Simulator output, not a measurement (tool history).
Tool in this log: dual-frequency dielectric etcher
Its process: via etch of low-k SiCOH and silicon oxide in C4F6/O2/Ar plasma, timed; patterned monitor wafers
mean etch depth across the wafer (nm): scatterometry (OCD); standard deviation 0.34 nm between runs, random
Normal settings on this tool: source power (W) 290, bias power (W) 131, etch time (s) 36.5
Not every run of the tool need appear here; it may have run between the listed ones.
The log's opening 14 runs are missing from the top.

| run | hour | source power (W) | bias power (W) | etch time (s) | wafers since the last listed run | hours since the last wet clean | hours since the last source power generator calibration | hours since the last bias power generator calibration | hours since the last upper electrode change | hours since the gauge calibration | read-back reference wafer on the same gauge, depth_nm | mean etch depth across the wafer (nm) |
|---|---|---|---|---|---|---|---|---|---|---|---|---|
| 15 | 1039.1 | 290 | 131 | 36.5 | 1062 | 373.5 | 3553.7 | 672.1 | 334.3 | 953.5 | 66.8 | 67.7 |
|  | 1081.4 | source power generator calibrated |
| 16 | 1143.6 | 360 | 131 | 36.5 | 1136 | 478.0 | 62.2 | 776.6 | 438.8 | 1058.0 | 66.8 | 79.7 |
|  | 1200.4 | wet clean of the chamber |
| 17 | 1200.9 | 290 | 122 | 29.0 | 376 | 0.5 | 119.5 | 833.9 | 496.1 | 1115.3 | 66.8 | 54.1 |
| 18 | 1288.9 | 290 | 162 | 45.5 | 995 | 88.5 | 207.5 | 921.9 | 584.1 | 1203.3 | 66.8 | 93.1 |
| 19 | 1347.9 | 320 | 131 | 36.5 | 667 | 147.5 | 266.5 | 980.9 | 643.1 | 1262.3 | 66.7 | 73.3 |
| 20 | 1438.7 | 240 | 109 | 40.0 | 1027 | 238.3 | 357.3 | 1071.7 | 733.9 | 1353.1 | 66.8 | 63.8 |
| 21 | 1490.4 | 290 | 131 | 36.5 | 584 | 290.0 | 409.0 | 1123.4 | 785.6 | 1404.8 | 66.7 | 69.3 |
| 22 | 1562.4 | 310 | 111 | 27.5 | 814 | 362.0 | 481.0 | 1195.4 | 857.6 | 1476.8 | 66.8 | 52.1 |
| 23 | 1650.1 | 340 | 162 | 36.5 | 992 | 449.7 | 568.7 | 1283.1 | 945.3 | 1564.5 | 66.8 | 82.0 |
| 24 | 1702.1 | 290 | 111 | 36.5 | 588 | 501.7 | 620.7 | 1335.1 | 997.3 | 1616.5 | 66.9 | 66.4 |
|  | 1745.3 | wet clean of the chamber |
| 25 | 1745.8 | 290 | 131 | 36.5 | 222 | 0.5 | 664.4 | 1378.8 | 1041.0 | 1660.2 | 66.8 | 69.4 |
| 26 | 1824.9 | 320 | 103 | 32.5 | 894 | 79.6 | 743.5 | 1457.9 | 1120.1 | 1739.3 | 66.8 | 60.8 |
| 27 | 1886.8 | 230 | 116 | 36.5 | 700 | 141.5 | 805.4 | 1519.8 | 1182.0 | 1801.2 | 66.8 | 57.0 |
| 28 | 1923.4 | 230 | 131 | 39.5 | 414 | 178.1 | 842.0 | 1556.4 | 1218.6 | 1837.8 | 66.9 | 64.0 |
| 29 | 1980.9 | 350 | 142 | 36.5 | 650 | 235.6 | 899.5 | 1613.9 | 1276.1 | 1895.3 | 66.8 | 78.9 |
| 30 | 2072.4 | 290 | 131 | 42.5 | 1035 | 327.1 | 991.0 | 1705.4 | 1367.6 | 1986.8 | 66.8 | 80.9 |

What if the next run were any one of these 3? Each begins from the tool's condition after run 30:
| A | 2072.8 | 290 | 131 | 27.5 | 4 | 327.5 | 991.4 | 1705.8 | 1368.0 | 1987.2 | ? | ? |
| B | 2072.8 | 240 | 98 | 36.5 | 4 | 327.5 | 991.4 | 1705.8 | 1368.0 | 1987.2 | ? | ? |
| C | 2072.8 | 230 | 131 | 27.0 | 4 | 327.5 | 991.4 | 1705.8 | 1368.0 | 1987.2 | ? | ? |

| run | read-back reference wafer on the same gauge, depth_nm | mean etch depth across the wafer (nm) |
|---|---|---|
| A | 66.8 | 52.3 |
| B | 66.8 | 56.1 |
| C | 66.8 | 44.1 |
Without the tool's unlogged condition, the same runs would have read:
| run | mean etch depth across the wafer (nm) |
|---|---|
| A | 53.4 |
| B | 57.4 |
| C | 45.1 |

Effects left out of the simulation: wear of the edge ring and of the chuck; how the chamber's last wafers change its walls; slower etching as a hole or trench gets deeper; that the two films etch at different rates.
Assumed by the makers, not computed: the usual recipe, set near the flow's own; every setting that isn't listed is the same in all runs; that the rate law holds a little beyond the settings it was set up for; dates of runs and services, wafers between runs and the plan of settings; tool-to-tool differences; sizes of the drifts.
